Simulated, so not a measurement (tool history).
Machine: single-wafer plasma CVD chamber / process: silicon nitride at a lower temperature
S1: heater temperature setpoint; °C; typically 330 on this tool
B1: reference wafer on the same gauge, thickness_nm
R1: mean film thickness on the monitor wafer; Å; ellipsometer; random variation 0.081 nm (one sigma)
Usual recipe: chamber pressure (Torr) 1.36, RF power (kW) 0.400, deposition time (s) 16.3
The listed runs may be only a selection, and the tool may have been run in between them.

{"run": 1, "hour": 0.0, "S1": 330, "chamber pressure (Torr)": 1.36, "RF power (kW)": 0.345, "deposition time (s)": 16.3, "B1": 20.488, "R1": 194.81}
{"run": 2, "hour": 68.1, "S1": 330, "chamber pressure (Torr)": 1.36, "RF power (kW)": 0.345, "deposition time (s)": 16.3, "B1": 20.512, "R1": 194.77}
{"run": 3, "hour": 97.9, "S1": 330, "chamber pressure (Torr)": 1.36, "RF power (kW)": 0.4, "deposition time (s)": 16.3, "B1": 20.516, "R1": 206.93}
{"run": 4, "hour": 168.1, "S1": 330, "chamber pressure (Torr)": 1.36, "RF power (kW)": 0.4, "deposition time (s)": 16.3, "B1": 20.511, "R1": 205.05}
{"run": 5, "hour": 200.6, "S1": 330, "chamber pressure (Torr)": 1.13, "RF power (kW)": 0.4, "deposition time (s)": 16.3, "B1": 20.507, "R1": 195.31}
{"run": 6, "hour": 250.7, "S1": 330, "chamber pressure (Torr)": 1.36, "RF power (kW)": 0.4, "deposition time (s)": 16.3, "B1": 20.503, "R1": 206.45}
{"run": 7, "hour": 312.4, "S1": 330, "chamber pressure (Torr)": 1.36, "RF power (kW)": 0.4, "deposition time (s)": 16.3, "B1": 20.527, "R1": 204.98}
{"run": 8, "hour": 353.0, "S1": 330, "chamber pressure (Torr)": 1.36, "RF power (kW)": 0.4, "deposition time (s)": 16.3, "B1": 20.528, "R1": 206.78}
{"run": 9, "hour": 391.7, "S1": 330, "chamber pressure (Torr)": 1.58, "RF power (kW)": 0.4, "deposition time (s)": 19.3, "B1": 20.512, "R1": 251.95}
{"run": 10, "hour": 451.0, "S1": 330, "chamber pressure (Torr)": 1.67, "RF power (kW)": 0.4, "deposition time (s)": 16.3, "B1": 20.501, "R1": 214.33}
{"run": 11, "hour": 506.5, "S1": 317, "chamber pressure (Torr)": 1.58, "RF power (kW)": 0.465, "deposition time (s)": 16.3, "B1": 20.522, "R1": 228.15}
{"run": 12, "hour": 555.1, "S1": 330, "chamber pressure (Torr)": 1.36, "RF power (kW)": 0.4, "deposition time (s)": 16.3, "B1": 20.503, "R1": 203.64}
{"hour": 583.7, "done": "thermocouple changed; heater temperature recalibrated"}
{"hour": 586.2, "done": "gauge calibrated"}
{"hour": 588.3, "done": "capacitance manometer re-zeroed and calibrated"}
{"run": 13, "hour": 589.7, "S1": 338, "chamber pressure (Torr)": 1.07, "RF power (kW)": 0.4, "deposition time (s)": 16.3, "B1": 20.496, "R1": 193.46}
{"hour": 601.2, "done": "showerhead replaced"}
{"hour": 605.8, "done": "RF generator calibrated"}
{"run": 14, "hour": 779.3, "S1": 343, "chamber pressure (Torr)": 1.36, "RF power (kW)": 0.4, "deposition time (s)": 16.3, "B1": 20.521, "R1": 206.22}
{"run": 15, "hour": 833.1, "S1": 330, "chamber pressure (Torr)": 1.36, "RF power (kW)": 0.4, "deposition time (s)": 16.3, "B1": 20.514, "R1": 206.67}
{"run": 16, "hour": 880.4, "S1": 318, "chamber pressure (Torr)": 1.36, "RF power (kW)": 0.44, "deposition time (s)": 16.3, "B1": 20.498, "R1": 214.79}
{"run": 17, "hour": 930.4, "S1": 330, "chamber pressure (Torr)": 1.36, "RF power (kW)": 0.345, "deposition time (s)": 16.3, "B1": 20.486, "R1": 196.72}

5 options for the next run, each taken on its own from the tool as it stands now. Forecast them:
{"run": "A", "hour": 930.8, "S1": 330, "chamber pressure (Torr)": 1.36, "RF power (kW)": 0.4, "deposition time (s)": 16.3, "B1": "?", "R1": "?"}
{"run": "B", "hour": 930.8, "S1": 317, "chamber pressure (Torr)": 1.55, "RF power (kW)": 0.4, "deposition time (s)": 19.2, "B1": "?", "R1": "?"}
{"run": "C", "hour": 930.8, "S1": 330, "chamber pressure (Torr)": 1.36, "RF power (kW)": 0.425, "deposition time (s)": 17.4, "B1": "?", "R1": "?"}
{"run": "D", "hour": 930.8, "S1": 330, "chamber pressure (Torr)": 1.36, "RF power (kW)": 0.4, "deposition time (s)": 13.5, "B1": "?", "R1": "?"}
{"run": "E", "hour": 930.8, "S1": 320, "chamber pressure (Torr)": 1.65, "RF power (kW)": 0.465, "deposition time (s)": 18.8, "B1": "?", "R1": "?"}

run=A B1=20.495 R1=207.41
run=B B1=20.495 R1=254.16
run=C B1=20.495 R1=226.40
run=D B1=20.495 R1=171.85
run=E B1=20.495 R1=267.46
The same runs, with their run-to-run variation unchanged, on a tool lacking any hidden condition would have given:
run=A R1=207.62
run=B R1=254.41
run=C R1=226.63
run=D R1=172.02
run=E R1=267.73
